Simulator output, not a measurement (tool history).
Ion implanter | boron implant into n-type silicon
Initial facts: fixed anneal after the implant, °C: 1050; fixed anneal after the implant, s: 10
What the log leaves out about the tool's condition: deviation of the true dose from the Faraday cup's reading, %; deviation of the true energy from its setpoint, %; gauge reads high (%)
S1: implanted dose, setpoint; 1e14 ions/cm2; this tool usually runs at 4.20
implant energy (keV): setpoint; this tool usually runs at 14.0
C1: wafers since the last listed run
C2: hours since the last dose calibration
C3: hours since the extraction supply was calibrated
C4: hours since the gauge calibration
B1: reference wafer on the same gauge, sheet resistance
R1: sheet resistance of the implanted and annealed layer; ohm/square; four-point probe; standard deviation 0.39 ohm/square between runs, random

run 1 hour=0.0 | S1=4.20 implant_energy_(keV)=16.0 | C1=0 C2=1708.4 C3=4213.9 C4=96.4 | B1=217.97 | R1=258.77
run 2 hour=17.1 | S1=4.20 implant_energy_(keV)=16.0 | C1=508 C2=1725.5 C3=4231.0 C4=113.5 | B1=218.06 | R1=259.23
run 3 hour=31.1 | S1=5.06 implant_energy_(keV)=14.0 | C1=416 C2=1739.5 C3=4245.0 C4=127.5 | B1=217.92 | R1=225.52
run 4 hour=71.3 | S1=5.06 implant_energy_(keV)=14.0 | C1=1195 C2=1779.7 C3=4285.2 C4=167.7 | B1=217.97 | R1=225.95
run 5 hour=85.1 | S1=3.60 implant_energy_(keV)=14.0 | C1=410 C2=1793.5 C3=4299.0 C4=181.5 | B1=217.99 | R1=297.67
-- hour=96.5 extraction supply calibrated
run 6 hour=98.2 | S1=3.60 implant_energy_(keV)=14.0 | C1=151 C2=1806.6 C3=1.7 C4=194.6 | B1=217.95 | R1=298.08
run 7 hour=120.0 | S1=4.20 implant_energy_(keV)=14.0 | C1=648 C2=1828.4 C3=23.5 C4=216.4 | B1=218.01 | R1=262.63
run 8 hour=131.6 | S1=4.20 implant_energy_(keV)=14.0 | C1=344 C2=1840.0 C3=35.1 C4=228.0 | B1=218.02 | R1=262.72
run 9 hour=142.6 | S1=4.20 implant_energy_(keV)=14.0 | C1=327 C2=1851.0 C3=46.1 C4=239.0 | B1=217.99 | R1=263.33
run 10 hour=149.1 | S1=4.90 implant_energy_(keV)=14.0 | C1=193 C2=1857.5 C3=52.6 C4=245.5 | B1=218.03 | R1=231.95
run 11 hour=165.8 | S1=4.90 implant_energy_(keV)=14.0 | C1=496 C2=1874.2 C3=69.3 C4=262.2 | B1=217.97 | R1=231.46
run 12 hour=181.8 | S1=4.90 implant_energy_(keV)=14.0 | C1=475 C2=1890.2 C3=85.3 C4=278.2 | B1=217.93 | R1=231.10
run 13 hour=190.0 | S1=2.95 implant_energy_(keV)=14.0 | C1=243 C2=1898.4 C3=93.5 C4=286.4 | B1=218.06 | R1=352.01
-- hour=206.8 Faraday cup replaced and dose calibrated
run 14 hour=207.3 | S1=3.26 implant_energy_(keV)=19.0 | C1=276 C2=0.5 C3=110.8 C4=303.7 | B1=218.11 | R1=306.36
run 15 hour=222.4 | S1=5.06 implant_energy_(keV)=14.0 | C1=448 C2=15.6 C3=125.9 C4=318.8 | B1=218.01 | R1=220.99
run 16 hour=233.7 | S1=4.20 implant_energy_(keV)=15.5 | C1=335 C2=26.9 C3=137.2 C4=330.1 | B1=218.11 | R1=254.98
run 17 hour=245.6 | S1=4.60 implant_energy_(keV)=14.0 | C1=353 C2=38.8 C3=149.1 C4=342.0 | B1=218.00 | R1=239.41
run 18 hour=261.4 | S1=3.43 implant_energy_(keV)=18.0 | C1=469 C2=54.6 C3=164.9 C4=357.8 | B1=218.01 | R1=296.58
run 19 hour=271.4 | S1=4.96 implant_energy_(keV)=11.5 | C1=297 C2=64.6 C3=174.9 C4=367.8 | B1=218.04 | R1=229.30
-- hour=281.4 gauge calibrated
run 20 hour=284.8 | S1=3.35 implant_energy_(keV)=16.0 | C1=398 C2=78.0 C3=188.3 C4=3.4 | B1=217.98 | R1=306.22
run 21 hour=298.7 | S1=3.10 implant_energy_(keV)=9.5 | C1=413 C2=91.9 C3=202.2 C4=17.3 | B1=217.92 | R1=348.23
run 22 hour=308.9 | S1=5.27 implant_energy_(keV)=9.5 | C1=303 C2=102.1 C3=212.4 C4=27.5 | B1=218.01 | R1=222.67
run 23 hour=324.3 | S1=4.20 implant_energy_(keV)=18.5 | C1=457 C2=117.5 C3=227.8 C4=42.9 | B1=218.01 | R1=251.26
run 24 hour=342.3 | S1=4.55 implant_energy_(keV)=17.5 | C1=535 C2=135.5 C3=245.8 C4=60.9 | B1=218.00 | R1=237.15
run 25 hour=351.0 | S1=3.15 implant_energy_(keV)=14.0 | C1=258 C2=144.2 C3=254.5 C4=69.6 | B1=218.07 | R1=327.75
run 26 hour=358.2 | S1=4.20 implant_energy_(keV)=14.0 | C1=214 C2=151.4 C3=261.7 C4=76.8 | B1=218.00 | R1=259.26
run 27 hour=375.8 | S1=3.15 implant_energy_(keV)=14.0 | C1=523 C2=169.0 C3=279.3 C4=94.4 | B1=217.99 | R1=328.72
run 28 hour=387.1 | S1=4.74 implant_energy_(keV)=14.0 | C1=335 C2=180.3 C3=290.6 C4=105.7 | B1=217.94 | R1=235.38
run 29 hour=394.1 | S1=3.20 implant_energy_(keV)=9.0 | C1=208 C2=187.3 C3=297.6 C4=112.7 | B1=217.92 | R1=343.42
run 30 hour=406.4 | S1=4.56 implant_energy_(keV)=14.0 | C1=365 C2=199.6 C3=309.9 C4=125.0 | B1=217.99 | R1=242.34
run 31 hour=413.9 | S1=4.20 implant_energy_(keV)=14.0 | C1=222 C2=207.1 C3=317.4 C4=132.5 | B1=217.98 | R1=260.03
run 32 hour=425.3 | S1=3.84 implant_energy_(keV)=11.0 | C1=338 C2=218.5 C3=328.8 C4=143.9 | B1=218.01 | R1=287.07
run 33 hour=439.2 | S1=5.22 implant_energy_(keV)=9.5 | C1=413 C2=232.4 C3=342.7 C4=157.8 | B1=218.02 | R1=225.85
run 34 hour=445.4 | S1=3.40 implant_energy_(keV)=16.0 | C1=184 C2=238.6 C3=348.9 C4=164.0 | B1=218.04 | R1=303.26
run 35 hour=457.6 | S1=3.56 implant_energy_(keV)=17.0 | C1=362 C2=250.8 C3=361.1 C4=176.2 | B1=218.02 | R1=290.99
run 36 hour=469.7 | S1=4.20 implant_energy_(keV)=14.0 | C1=359 C2=262.9 C3=373.2 C4=188.3 | B1=217.94 | R1=260.34
run 37 hour=480.0 | S1=4.90 implant_energy_(keV)=14.0 | C1=306 C2=273.2 C3=383.5 C4=198.6 | B1=217.97 | R1=228.73

4 options for the next run, each taken on its own from the tool as it stands now. Forecast them:
run A hour=480.4 | S1=4.20 implant_energy_(keV)=11.5 | C1=11 C2=273.6 C3=383.9 C4=199.0 | B1=? | R1=?
run B hour=480.4 | S1=3.13 implant_energy_(keV)=14.0 | C1=11 C2=273.6 C3=383.9 C4=199.0 | B1=? | R1=?
run C hour=480.4 | S1=2.97 implant_energy_(keV)=19.0 | C1=11 C2=273.6 C3=383.9 C4=199.0 | B1=? | R1=?
run D hour=480.4 | S1=3.58 implant_energy_(keV)=11.0 | C1=11 C2=273.6 C3=383.9 C4=199.0 | B1=? | R1=?

run=A B1=217.95 R1=265.44
run=B B1=217.95 R1=330.51
run=C B1=217.95 R1=332.95
run=D B1=217.95 R1=304.65
Had the tool no hidden state, the same runs would have come out as:
run=A R1=262.48
run=B R1=326.87
run=C R1=329.29
run=D R1=301.25
